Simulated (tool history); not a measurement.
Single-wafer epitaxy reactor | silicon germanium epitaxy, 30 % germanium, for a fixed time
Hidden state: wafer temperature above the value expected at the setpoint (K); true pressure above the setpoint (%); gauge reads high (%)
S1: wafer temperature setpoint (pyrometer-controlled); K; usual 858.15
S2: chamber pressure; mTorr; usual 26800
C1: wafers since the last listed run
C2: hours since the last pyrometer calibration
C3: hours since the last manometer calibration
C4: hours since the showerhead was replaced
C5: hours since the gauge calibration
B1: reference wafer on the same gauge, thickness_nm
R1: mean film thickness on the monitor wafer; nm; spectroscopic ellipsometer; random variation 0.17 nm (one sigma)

run,hour,S1,S2,C1,C2,C3,C4,C5,B1,R1
1,0.0,858.15,22100,0,77.1,1056.4,5721.0,632.7,53.095,41.346
2,15.4,850.15,26800,347,92.5,1071.8,5736.4,648.1,53.090,40.566
3,48.3,850.15,26800,742,125.4,1104.7,5769.3,681.0,53.076,40.631
4,62.6,858.15,26800,322,139.7,1119.0,5783.6,695.3,53.060,46.178
5,89.5,858.15,26800,606,166.6,1145.9,5810.5,722.2,53.092,46.163
6,110.1,858.15,26800,464,187.2,1166.5,5831.1,742.8,53.079,46.573
7,128.8,847.15,26800,421,205.9,1185.2,5849.8,761.5,53.111,38.511
8,146.6,847.15,26800,401,223.7,1203.0,5867.6,779.3,53.097,38.370
9,169.9,847.15,26800,525,247.0,1226.3,5890.9,802.6,53.094,38.671
10,196.4,858.15,20500,597,273.5,1252.8,5917.4,829.1,53.059,39.360
11,273.3,853.15,24900,1734,350.4,1329.7,5994.3,906.0,53.048,40.698
12,307.4,858.15,26800,769,384.5,1363.8,6028.4,940.1,53.103,46.119
13,333.2,847.15,20500,581,410.3,1389.6,6054.2,965.9,53.109,32.587
14,362.8,866.15,32900,667,439.9,1419.2,6083.8,995.5,53.130,58.573
15,389.6,868.15,22400,604,466.7,1446.0,6110.6,1022.3,53.119,48.763
# hour 417.4: gauge calibrated
16,424.4,867.15,26800,784,501.5,1480.8,6145.4,7.0,53.113,53.227
17,443.0,858.15,28800,419,520.1,1499.4,6164.0,25.6,53.090,47.766
18,461.5,869.15,23400,417,538.6,1517.9,6182.5,44.1,53.098,51.058
# hour 476.7: showerhead replaced
# hour 485.5: capacitance manometer re-zeroed and calibrated
19,490.2,864.15,26800,286,567.3,4.7,13.5,72.8,53.072,53.067
20,505.2,851.15,22200,338,582.3,19.7,28.5,87.8,53.144,38.059
21,532.3,858.15,26800,611,609.4,46.8,55.6,114.9,53.090,47.988
22,546.1,867.15,24800,311,623.2,60.6,69.4,128.7,53.091,53.001
23,566.4,858.15,26800,457,643.5,80.9,89.7,149.0,53.122,47.875
24,588.9,864.15,33100,507,666.0,103.4,112.2,171.5,53.126,59.214
25,606.9,867.15,24600,405,684.0,121.4,130.2,189.5,53.106,52.454
26,627.4,869.15,24900,462,704.5,141.9,150.7,210.0,53.101,54.829
27,649.2,872.15,26800,491,726.3,163.7,172.5,231.8,53.100,59.958
28,669.4,847.15,29100,455,746.5,183.9,192.7,252.0,53.109,41.549
29,699.7,845.15,30000,683,776.8,214.2,223.0,282.3,53.135,40.882
30,717.9,871.15,20500,410,795.0,232.4,241.2,300.5,53.128,50.142
31,753.1,858.15,26800,793,830.2,267.6,276.4,335.7,53.094,47.602
32,773.7,858.15,33300,464,850.8,288.2,297.0,356.3,53.125,53.313
33,808.1,871.15,20500,775,885.2,322.6,331.4,390.7,53.085,50.251
34,827.9,866.15,23000,446,905.0,342.4,351.2,410.5,53.075,49.594

Forecast each of these 5 alternatives for the next run:
A,828.3,858.15,26800,9,905.4,342.8,351.6,410.9,?,?
B,828.3,853.15,31500,9,905.4,342.8,351.6,410.9,?,?
C,828.3,864.15,29900,9,905.4,342.8,351.6,410.9,?,?
D,828.3,868.15,21200,9,905.4,342.8,351.6,410.9,?,?
E,828.3,849.15,26800,9,905.4,342.8,351.6,410.9,?,?

run,B1,R1
A,53.112,47.627
B,53.112,47.873
C,53.112,55.889
D,53.112,48.798
E,53.112,40.946
Without the tool's hidden state the same runs would have given:
run,R1
A,47.994
B,48.242
C,56.319
D,49.174
E,41.261
